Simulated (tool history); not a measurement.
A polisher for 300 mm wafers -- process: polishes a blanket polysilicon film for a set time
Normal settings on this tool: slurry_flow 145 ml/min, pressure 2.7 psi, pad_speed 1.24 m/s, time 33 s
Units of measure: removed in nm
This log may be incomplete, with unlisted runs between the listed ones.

run,hour,slurry_flow,pressure,pad_speed,time,"incoming thickness of the incoming film, nm",removed
1,0.0,145,3.0,1.24,33,1580.3,334.1
# hour 12.0: slurry nozzle cleaned
2,20.7,145,2.7,1.24,33,1575.6,294.6
# hour 38.9: worn pad replaced by a new one
3,41.3,145,2.7,1.24,33,1566.0,288.5
4,124.4,145,2.7,1.24,38,1573.2,340.1
5,145.4,145,2.7,1.24,33,1555.5,295.0
6,171.5,145,2.7,1.24,33,1601.0,299.3
# hour 191.8: worn pad replaced by a new one
7,192.3,145,2.7,1.24,33,1590.1,304.3
8,208.0,145,2.7,1.24,33,1560.8,295.5
9,232.8,145,2.7,1.24,33,1562.9,300.0
10,267.3,145,2.7,1.24,33,1568.5,299.8
# hour 271.9: slurry nozzle cleaned
11,283.8,145,2.7,1.24,33,1570.0,304.3
12,298.3,145,2.7,1.24,33,1584.6,296.7
13,319.5,145,2.7,1.24,33,1581.3,300.5
14,336.0,145,2.7,1.24,33,1560.1,302.6
15,350.7,145,2.7,1.24,28,1584.8,263.6
# hour 387.0: worn pad replaced by a new one
16,387.5,145,2.7,1.24,28,1584.8,253.7
17,400.1,145,2.7,1.54,33,1584.8,377.3
18,431.0,145,2.7,1.24,33,1568.0,297.4

Predict the results of run 19:
19,448.9,145,2.7,1.46,40,1579.0,?

Run 19 came out at removed 432.1 nm.
With no hidden state in the tool, this same run would have given removed 392.4 nm.
